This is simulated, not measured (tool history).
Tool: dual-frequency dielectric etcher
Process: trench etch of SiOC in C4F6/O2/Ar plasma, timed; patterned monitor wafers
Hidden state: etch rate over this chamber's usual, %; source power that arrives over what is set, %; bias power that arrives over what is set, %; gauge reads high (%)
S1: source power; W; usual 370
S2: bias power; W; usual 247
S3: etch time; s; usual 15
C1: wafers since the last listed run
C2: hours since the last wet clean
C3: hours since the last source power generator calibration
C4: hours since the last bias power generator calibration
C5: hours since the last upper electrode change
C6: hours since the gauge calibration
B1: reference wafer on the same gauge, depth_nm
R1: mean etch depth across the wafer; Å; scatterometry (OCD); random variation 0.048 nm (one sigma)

| run | day | S1 | S2 | S3 | C1 | C2 | C3 | C4 | C5 | C6 | B1 | R1 |
|---|---|---|---|---|---|---|---|---|---|---|---|---|
| 1 | 0.000 | 370 | 247 | 15 | 0 | 158.0 | 1824.2 | 1896.1 | 2402.9 | 172.8 | 31.37 | 325.3 |
| 2 | 4.208 | 370 | 247 | 15 | 1800 | 259.0 | 1925.2 | 1997.1 | 2503.9 | 273.8 | 31.39 | 326.7 |
| 3 | 4.862 | 370 | 247 | 15 | 279 | 274.7 | 1940.9 | 2012.8 | 2519.6 | 289.5 | 31.39 | 327.3 |
| 4 | 5.496 | 370 | 273 | 15 | 270 | 289.9 | 1956.1 | 2028.0 | 2534.8 | 304.7 | 31.39 | 341.2 |
| 5 | 6.804 | 370 | 247 | 15 | 559 | 321.3 | 1987.5 | 2059.4 | 2566.2 | 336.1 | 31.39 | 327.7 |
|  | 6.908 | gauge calibrated |
| 6 | 7.825 | 370 | 247 | 15 | 436 | 345.8 | 2012.0 | 2083.9 | 2590.7 | 22.0 | 31.38 | 328.6 |
|  | 8.608 | source power generator calibrated |
| 7 | 8.767 | 370 | 247 | 15 | 331 | 368.4 | 3.8 | 2106.5 | 2613.3 | 44.6 | 31.39 | 320.7 |
|  | 10.371 | wet clean of the chamber |
| 8 | 10.392 | 370 | 221 | 15 | 267 | 0.5 | 42.8 | 2145.5 | 2652.3 | 83.6 | 31.40 | 302.8 |
| 9 | 10.825 | 370 | 221 | 15 | 185 | 10.9 | 53.2 | 2155.9 | 2662.7 | 94.0 | 31.39 | 303.5 |
| 10 | 11.388 | 370 | 247 | 15 | 240 | 24.4 | 66.7 | 2169.4 | 2676.2 | 107.5 | 31.41 | 317.4 |

Run 11 comes next. What will it give?
| 11 | 12.725 | 370 | 247 | 15 | 572 | 56.5 | 98.8 | 2201.5 | 2708.3 | 139.6 | ? | ? |

Run 11 gave B1 31.37, R1 317.6 Å.
Without the tool's hidden state the same run would have given R1 317.5 Å.

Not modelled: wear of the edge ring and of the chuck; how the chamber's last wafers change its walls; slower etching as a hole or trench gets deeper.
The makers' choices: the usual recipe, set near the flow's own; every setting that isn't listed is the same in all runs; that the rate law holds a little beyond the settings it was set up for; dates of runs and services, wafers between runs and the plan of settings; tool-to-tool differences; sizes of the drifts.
